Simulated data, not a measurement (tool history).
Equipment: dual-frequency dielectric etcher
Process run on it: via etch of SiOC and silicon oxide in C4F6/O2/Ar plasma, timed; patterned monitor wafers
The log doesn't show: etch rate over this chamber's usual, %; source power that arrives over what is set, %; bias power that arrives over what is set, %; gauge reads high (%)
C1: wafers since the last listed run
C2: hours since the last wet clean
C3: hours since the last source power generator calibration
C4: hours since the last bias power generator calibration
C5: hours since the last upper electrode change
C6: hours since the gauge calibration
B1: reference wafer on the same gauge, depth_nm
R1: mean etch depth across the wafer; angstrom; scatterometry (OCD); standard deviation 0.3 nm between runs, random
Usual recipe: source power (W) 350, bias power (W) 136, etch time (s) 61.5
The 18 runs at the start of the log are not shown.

{"run": 19, "hour": 440.1, "source power (W)": 350, "bias power (W)": 155, "etch time (s)": 70.5, "C1": 734, "C2": 189.1, "C3": 57.9, "C4": 114.1, "C5": 52.1, "C6": 404.5, "B1": 64.0, "R1": 676}
{"run": 20, "hour": 460.5, "source power (W)": 420, "bias power (W)": 145, "etch time (s)": 80.0, "C1": 335, "C2": 209.5, "C3": 78.3, "C4": 134.5, "C5": 72.5, "C6": 424.9, "B1": 64.1, "R1": 808}
{"run": 21, "hour": 496.4, "source power (W)": 300, "bias power (W)": 136, "etch time (s)": 61.5, "C1": 590, "C2": 245.4, "C3": 114.2, "C4": 170.4, "C5": 108.4, "C6": 460.8, "B1": 64.1, "R1": 520}
{"hour": 513.4, "done": "gauge calibrated"}
{"run": 22, "hour": 521.7, "source power (W)": 390, "bias power (W)": 136, "etch time (s)": 61.5, "C1": 416, "C2": 270.7, "C3": 139.5, "C4": 195.7, "C5": 133.7, "C6": 8.3, "B1": 64.1, "R1": 587}
{"run": 23, "hour": 552.1, "source power (W)": 350, "bias power (W)": 136, "etch time (s)": 52.5, "C1": 500, "C2": 301.1, "C3": 169.9, "C4": 226.1, "C5": 164.1, "C6": 38.7, "B1": 64.2, "R1": 474}
{"run": 24, "hour": 583.5, "source power (W)": 420, "bias power (W)": 167, "etch time (s)": 69.0, "C1": 516, "C2": 332.5, "C3": 201.3, "C4": 257.5, "C5": 195.5, "C6": 70.1, "B1": 64.0, "R1": 720}
{"run": 25, "hour": 616.7, "source power (W)": 310, "bias power (W)": 164, "etch time (s)": 78.5, "C1": 546, "C2": 365.7, "C3": 234.5, "C4": 290.7, "C5": 228.7, "C6": 103.3, "B1": 64.1, "R1": 709}
{"run": 26, "hour": 652.1, "source power (W)": 380, "bias power (W)": 103, "etch time (s)": 46.5, "C1": 582, "C2": 401.1, "C3": 269.9, "C4": 326.1, "C5": 264.1, "C6": 138.7, "B1": 64.1, "R1": 400}
{"hour": 743.8, "done": "wet clean of the chamber"}
{"run": 27, "hour": 749.7, "source power (W)": 350, "bias power (W)": 136, "etch time (s)": 61.5, "C1": 1211, "C2": 5.9, "C3": 367.5, "C4": 423.7, "C5": 361.7, "C6": 236.3, "B1": 64.1, "R1": 577}
{"run": 28, "hour": 783.0, "source power (W)": 350, "bias power (W)": 136, "etch time (s)": 61.5, "C1": 548, "C2": 39.2, "C3": 400.8, "C4": 457.0, "C5": 395.0, "C6": 269.6, "B1": 64.1, "R1": 578}
{"run": 29, "hour": 813.2, "source power (W)": 350, "bias power (W)": 109, "etch time (s)": 61.5, "C1": 497, "C2": 69.4, "C3": 431.0, "C4": 487.2, "C5": 425.2, "C6": 299.8, "B1": 64.2, "R1": 538}
{"run": 30, "hour": 828.8, "source power (W)": 350, "bias power (W)": 136, "etch time (s)": 61.5, "C1": 256, "C2": 85.0, "C3": 446.6, "C4": 502.8, "C5": 440.8, "C6": 315.4, "B1": 64.1, "R1": 574}

3 ways to go on from here, each from the tool as it stands after run 30. What would each give?
{"run": "A", "hour": 829.2, "source power (W)": 350, "bias power (W)": 136, "etch time (s)": 61.5, "C1": 6, "C2": 85.4, "C3": 447.0, "C4": 503.2, "C5": 441.2, "C6": 315.8, "B1": "?", "R1": "?"}
{"run": "B", "hour": 829.2, "source power (W)": 350, "bias power (W)": 117, "etch time (s)": 61.5, "C1": 6, "C2": 85.4, "C3": 447.0, "C4": 503.2, "C5": 441.2, "C6": 315.8, "B1": "?", "R1": "?"}
{"run": "C", "hour": 829.2, "source power (W)": 270, "bias power (W)": 153, "etch time (s)": 70.5, "C1": 6, "C2": 85.4, "C3": 447.0, "C4": 503.2, "C5": 441.2, "C6": 315.8, "B1": "?", "R1": "?"}

run=A B1=64.2 R1=580
run=B B1=64.2 R1=555
run=C B1=64.2 R1=609
With the hidden condition removed and each run's random variation left untouched, the same runs would have given:
run=A R1=587
run=B R1=562
run=C R1=617

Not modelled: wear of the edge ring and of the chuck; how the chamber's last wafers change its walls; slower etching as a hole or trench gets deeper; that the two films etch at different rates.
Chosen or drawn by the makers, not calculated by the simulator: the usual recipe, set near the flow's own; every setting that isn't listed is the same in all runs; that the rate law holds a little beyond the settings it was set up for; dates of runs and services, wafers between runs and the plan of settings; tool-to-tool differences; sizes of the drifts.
